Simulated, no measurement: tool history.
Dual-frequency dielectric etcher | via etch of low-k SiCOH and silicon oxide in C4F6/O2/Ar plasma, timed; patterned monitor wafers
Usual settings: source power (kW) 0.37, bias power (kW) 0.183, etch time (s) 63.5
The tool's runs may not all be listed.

| run | day | source power (kW) | bias power (kW) | etch time (s) | read-back reference wafer on the same gauge, depth_nm | mean etch depth across the wafer (angstrom) |
|---|---|---|---|---|---|---|
| 1 | 0 | 0.37 | 0.183 | 63.5 | 205.9 | 1751 |
| 2 | 2.938 | 0.37 | 0.183 | 63.5 | 206.1 | 1773 |
| 3 | 4.208 | 0.37 | 0.183 | 63.5 | 206 | 1772 |
| 4 | 6.804 | 0.37 | 0.183 | 75 | 206 | 2086 |
|  | 7.862 | wet clean of the chamber |
| 5 | 9.183 | 0.35 | 0.183 | 48.5 | 205.6 | 1307 |
| 6 | 10.746 | 0.35 | 0.183 | 48.5 | 205.6 | 1302 |
| 7 | 11.846 | 0.37 | 0.183 | 70.5 | 205.8 | 1944 |
|  | 12.042 | bias power generator calibrated |
|  | 13.142 | upper electrode replaced |
| 8 | 14.492 | 0.37 | 0.183 | 70.5 | 206.1 | 1940 |
|  | 22.696 | gauge calibrated |
| 9 | 23.438 | 0.37 | 0.16 | 63.5 | 206.1 | 1713 |
| 10 | 26.083 | 0.34 | 0.199 | 47.5 | 205.9 | 1321 |
|  | 27.158 | wet clean of the chamber |
| 11 | 28.604 | 0.37 | 0.183 | 63.5 | 206.1 | 1735 |
|  | 28.808 | source power generator calibrated |
| 12 | 29.804 | 0.37 | 0.183 | 63.5 | 205.6 | 1727 |
| 13 | 32.575 | 0.37 | 0.183 | 63.5 | 206.1 | 1725 |
| 14 | 34.629 | 0.37 | 0.163 | 52 | 206.3 | 1387 |
| 15 | 37.058 | 0.37 | 0.183 | 63.5 | 205.8 | 1752 |
| 16 | 38.433 | 0.28 | 0.183 | 63.5 | 205.9 | 1572 |
| 17 | 40.246 | 0.46 | 0.162 | 63.5 | 205.9 | 1829 |
| 18 | 41.375 | 0.35 | 0.183 | 53.5 | 205.9 | 1435 |
| 19 | 43.317 | 0.35 | 0.183 | 53.5 | 206 | 1455 |
|  | 47.133 | wet clean of the chamber |
| 20 | 47.154 | 0.37 | 0.199 | 63.5 | 206 | 1765 |
| 21 | 47.738 | 0.32 | 0.144 | 79.5 | 205.8 | 1920 |
| 22 | 49.012 | 0.44 | 0.183 | 63.5 | 206 | 1847 |
| 23 | 51.267 | 0.39 | 0.183 | 63.5 | 205.7 | 1755 |
| 24 | 54.142 | 0.42 | 0.205 | 49 | 206.2 | 1458 |
| 25 | 55.829 | 0.37 | 0.21 | 77 | 206 | 2201 |
| 26 | 58.742 | 0.45 | 0.169 | 73.5 | 205.8 | 2144 |
| 27 | 61.204 | 0.39 | 0.155 | 73 | 206.2 | 1959 |
| 28 | 63.721 | 0.37 | 0.157 | 70.5 | 206 | 1870 |
| 29 | 64.971 | 0.45 | 0.146 | 47.5 | 205.7 | 1347 |

Hidden state or all else? Some run-to-run changes of mean etch depth across the wafer (angstrom), split into what the settings, what came in and random variation would give without the hidden state, and what is left for the hidden state (with any gauge scatter that isn't in both results):
The hidden state here: etch rate over this chamber's usual, %; source power that arrives over what is set, %; bias power that arrives over what is set, %; gauge reads high (%).
Run 4 -> 5: source power (kW) 0.37 -> 0.35, etch time (s) 75 -> 48.5, wet clean of the chamber. mean etch depth across the wafer (angstrom) -779: hidden state -37, all else -742.
Run 10 -> 11: source power (kW) 0.34 -> 0.37, bias power (kW) 0.199 -> 0.183, etch time (s) 47.5 -> 63.5, wet clean of the chamber. mean etch depth across the wafer (angstrom) +414: hidden state -36, all else +450.
Run 24 -> 25: source power (kW) 0.42 -> 0.37, bias power (kW) 0.205 -> 0.21, etch time (s) 49 -> 77. mean etch depth across the wafer (angstrom) +743: hidden state +9, all else +734.
